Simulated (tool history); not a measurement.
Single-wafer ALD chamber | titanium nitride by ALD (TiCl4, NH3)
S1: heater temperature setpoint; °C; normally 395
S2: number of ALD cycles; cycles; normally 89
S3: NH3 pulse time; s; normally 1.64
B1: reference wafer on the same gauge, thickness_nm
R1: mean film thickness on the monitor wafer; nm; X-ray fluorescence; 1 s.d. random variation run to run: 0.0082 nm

run,hour,S1,S2,S3,B1,R1
1,0.0,395,89,1.64,2.090,2.023
2,10.4,395,102,1.64,2.090,2.295
# hour 15.3: gauge calibrated
3,26.9,395,102,1.64,2.092,2.298
4,37.3,395,102,1.64,2.089,2.306
5,53.9,395,89,1.64,2.091,2.017
6,60.0,395,89,1.64,2.089,2.020
7,73.9,395,89,1.64,2.091,2.009
# hour 94.1: showerhead replaced
8,94.6,395,89,1.23,2.090,1.985
9,103.9,395,89,1.23,2.091,2.001
10,111.5,395,89,1.23,2.091,1.990
11,119.7,395,89,1.64,2.091,2.017
12,136.1,395,78,1.64,2.093,1.764
# hour 149.9: thermocouple changed; heater temperature recalibrated
13,150.4,395,78,1.64,2.088,1.761
14,173.8,409,89,1.84,2.088,2.027
15,187.7,395,89,1.64,2.089,2.007
16,198.6,403,89,1.64,2.091,2.035
17,210.5,395,89,1.64,2.088,2.006
# hour 221.0: gauge calibrated
18,222.0,395,89,1.91,2.092,2.012
19,230.8,395,89,1.64,2.091,2.002
20,237.0,395,77,1.36,2.089,1.737
21,251.8,395,89,1.09,2.092,1.991
22,261.6,381,103,1.46,2.089,2.292
23,278.9,395,82,1.64,2.088,1.854
24,293.0,402,104,1.29,2.090,2.342
25,300.5,395,89,1.64,2.091,2.003
26,313.0,395,89,1.82,2.091,2.010

Below are 3 alternative next runs, each starting from the tool's condition after run 26. Predict each:
A,313.6,395,101,1.64,?,?
B,313.6,380,75,1.36,?,?
C,313.6,407,94,0.99,?,?

run,B1,R1
A,2.092,2.285
B,2.092,1.663
C,2.092,2.123
The same runs, with their run-to-run variation unchanged, on a tool lacking any hidden condition would have given:
run,R1
A,2.285
B,1.663
C,2.123
